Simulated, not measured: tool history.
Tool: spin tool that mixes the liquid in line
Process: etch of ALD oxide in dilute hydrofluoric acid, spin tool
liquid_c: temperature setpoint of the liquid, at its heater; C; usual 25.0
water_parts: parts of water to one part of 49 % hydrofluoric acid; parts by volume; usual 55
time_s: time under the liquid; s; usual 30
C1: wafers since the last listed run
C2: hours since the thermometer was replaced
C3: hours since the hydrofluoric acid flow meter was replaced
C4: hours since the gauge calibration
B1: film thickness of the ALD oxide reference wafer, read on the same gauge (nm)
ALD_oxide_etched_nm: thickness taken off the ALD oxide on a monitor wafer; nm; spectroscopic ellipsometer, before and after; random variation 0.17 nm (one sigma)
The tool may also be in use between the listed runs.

run 1 hour=0.0 | liquid_c=25.0 water_parts=60 time_s=40 | C1=0 C2=183.9 C3=617.7 C4=582.8 | B1=90.00 | ALD_oxide_etched_nm=23.93
run 2 hour=40.0 | liquid_c=25.0 water_parts=55 time_s=15 | C1=531 C2=223.9 C3=657.7 C4=622.8 | B1=90.00 | ALD_oxide_etched_nm=9.88
run 3 hour=64.5 | liquid_c=25.0 water_parts=55 time_s=15 | C1=325 C2=248.4 C3=682.2 C4=647.3 | B1=89.99 | ALD_oxide_etched_nm=9.89
run 4 hour=122.4 | liquid_c=25.0 water_parts=55 time_s=15 | C1=769 C2=306.3 C3=740.1 C4=705.2 | B1=90.03 | ALD_oxide_etched_nm=10.00
run 5 hour=175.0 | liquid_c=25.0 water_parts=55 time_s=30 | C1=698 C2=358.9 C3=792.7 C4=757.8 | B1=90.03 | ALD_oxide_etched_nm=20.04
run 6 hour=201.2 | liquid_c=25.0 water_parts=55 time_s=30 | C1=348 C2=385.1 C3=818.9 C4=784.0 | B1=89.99 | ALD_oxide_etched_nm=19.84
run 7 hour=246.1 | liquid_c=25.0 water_parts=55 time_s=45 | C1=596 C2=430.0 C3=863.8 C4=828.9 | B1=90.02 | ALD_oxide_etched_nm=29.85
run 8 hour=273.6 | liquid_c=25.0 water_parts=55 time_s=45 | C1=365 C2=457.5 C3=891.3 C4=856.4 | B1=90.00 | ALD_oxide_etched_nm=30.17
-- hour=283.4 gauge calibrated
run 9 hour=309.4 | liquid_c=25.0 water_parts=55 time_s=30 | C1=475 C2=493.3 C3=927.1 C4=26.0 | B1=90.01 | ALD_oxide_etched_nm=20.07
run 10 hour=361.7 | liquid_c=25.0 water_parts=55 time_s=30 | C1=694 C2=545.6 C3=979.4 C4=78.3 | B1=90.02 | ALD_oxide_etched_nm=20.25
run 11 hour=393.6 | liquid_c=25.0 water_parts=55 time_s=30 | C1=423 C2=577.5 C3=1011.3 C4=110.2 | B1=89.99 | ALD_oxide_etched_nm=20.15
run 12 hour=433.6 | liquid_c=25.0 water_parts=45 time_s=25 | C1=531 C2=617.5 C3=1051.3 C4=150.2 | B1=89.99 | ALD_oxide_etched_nm=20.85
run 13 hour=474.0 | liquid_c=25.0 water_parts=45 time_s=25 | C1=536 C2=657.9 C3=1091.7 C4=190.6 | B1=90.02 | ALD_oxide_etched_nm=20.86
run 14 hour=506.3 | liquid_c=22.0 water_parts=70 time_s=30 | C1=429 C2=690.2 C3=1124.0 C4=222.9 | B1=89.99 | ALD_oxide_etched_nm=13.81
run 15 hour=535.5 | liquid_c=25.0 water_parts=55 time_s=30 | C1=387 C2=719.4 C3=1153.2 C4=252.1 | B1=90.00 | ALD_oxide_etched_nm=20.10
run 16 hour=588.4 | liquid_c=23.0 water_parts=85 time_s=35 | C1=702 C2=772.3 C3=1206.1 C4=305.0 | B1=89.98 | ALD_oxide_etched_nm=13.63
-- hour=628.0 hydrofluoric acid flow meter replaced
run 17 hour=633.6 | liquid_c=28.5 water_parts=30 time_s=50 | C1=587 C2=817.5 C3=5.6 C4=350.2 | B1=89.97 | ALD_oxide_etched_nm=71.54
run 18 hour=661.1 | liquid_c=22.5 water_parts=35 time_s=20 | C1=365 C2=845.0 C3=33.1 C4=377.7 | B1=89.99 | ALD_oxide_etched_nm=18.58
run 19 hour=694.6 | liquid_c=25.0 water_parts=55 time_s=30 | C1=444 C2=878.5 C3=66.6 C4=411.2 | B1=90.01 | ALD_oxide_etched_nm=19.18
run 20 hour=726.7 | liquid_c=25.0 water_parts=45 time_s=25 | C1=426 C2=910.6 C3=98.7 C4=443.3 | B1=90.00 | ALD_oxide_etched_nm=20.09
-- hour=731.3 thermometer replaced
run 21 hour=790.6 | liquid_c=21.5 water_parts=55 time_s=30 | C1=835 C2=59.3 C3=162.6 C4=507.2 | B1=90.00 | ALD_oxide_etched_nm=17.16
run 22 hour=840.4 | liquid_c=25.0 water_parts=55 time_s=30 | C1=661 C2=109.1 C3=212.4 C4=557.0 | B1=90.02 | ALD_oxide_etched_nm=19.48
run 23 hour=866.4 | liquid_c=25.0 water_parts=55 time_s=30 | C1=345 C2=135.1 C3=238.4 C4=583.0 | B1=90.00 | ALD_oxide_etched_nm=19.87
run 24 hour=933.8 | liquid_c=22.5 water_parts=45 time_s=15 | C1=895 C2=202.5 C3=305.8 C4=650.4 | B1=90.02 | ALD_oxide_etched_nm=10.74
run 25 hour=973.7 | liquid_c=25.0 water_parts=55 time_s=50 | C1=529 C2=242.4 C3=345.7 C4=690.3 | B1=90.00 | ALD_oxide_etched_nm=32.66
run 26 hour=1042.2 | liquid_c=20.0 water_parts=30 time_s=15 | C1=909 C2=310.9 C3=414.2 C4=758.8 | B1=90.00 | ALD_oxide_etched_nm=15.00
-- hour=1057.2 gauge calibrated
run 27 hour=1112.2 | liquid_c=25.0 water_parts=80 time_s=30 | C1=929 C2=380.9 C3=484.2 C4=55.0 | B1=89.98 | ALD_oxide_etched_nm=13.23
run 28 hour=1288.7 | liquid_c=22.0 water_parts=55 time_s=30 | C1=2344 C2=557.4 C3=660.7 C4=231.5 | B1=89.99 | ALD_oxide_etched_nm=17.58
run 29 hour=1354.6 | liquid_c=25.0 water_parts=55 time_s=35 | C1=875 C2=623.3 C3=726.6 C4=297.4 | B1=89.99 | ALD_oxide_etched_nm=23.27
run 30 hour=1404.3 | liquid_c=29.5 water_parts=40 time_s=30 | C1=660 C2=673.0 C3=776.3 C4=347.1 | B1=90.00 | ALD_oxide_etched_nm=33.27

5 ways to go on from here, each from the tool as it stands after run 30. What would each give?
run A hour=1404.7 | liquid_c=25.0 water_parts=55 time_s=30 | C1=5 C2=673.4 C3=776.7 C4=347.5 | B1=? | ALD_oxide_etched_nm=?
run B hour=1404.7 | liquid_c=21.0 water_parts=65 time_s=30 | C1=5 C2=673.4 C3=776.7 C4=347.5 | B1=? | ALD_oxide_etched_nm=?
run C hour=1404.7 | liquid_c=28.0 water_parts=40 time_s=20 | C1=5 C2=673.4 C3=776.7 C4=347.5 | B1=? | ALD_oxide_etched_nm=?
run D hour=1404.7 | liquid_c=25.0 water_parts=30 time_s=20 | C1=5 C2=673.4 C3=776.7 C4=347.5 | B1=? | ALD_oxide_etched_nm=?
run E hour=1404.7 | liquid_c=21.5 water_parts=55 time_s=20 | C1=5 C2=673.4 C3=776.7 C4=347.5 | B1=? | ALD_oxide_etched_nm=?

run=A B1=89.99 ALD_oxide_etched_nm=20.09
run=B B1=89.99 ALD_oxide_etched_nm=14.24
run=C B1=89.99 ALD_oxide_etched_nm=21.23
run=D B1=89.99 ALD_oxide_etched_nm=25.38
run=E B1=89.99 ALD_oxide_etched_nm=11.59
Without the tool's hidden state the same runs would have given:
run=A ALD_oxide_etched_nm=19.35
run=B ALD_oxide_etched_nm=13.71
run=C ALD_oxide_etched_nm=20.45
run=D ALD_oxide_etched_nm=24.47
run=E ALD_oxide_etched_nm=11.16

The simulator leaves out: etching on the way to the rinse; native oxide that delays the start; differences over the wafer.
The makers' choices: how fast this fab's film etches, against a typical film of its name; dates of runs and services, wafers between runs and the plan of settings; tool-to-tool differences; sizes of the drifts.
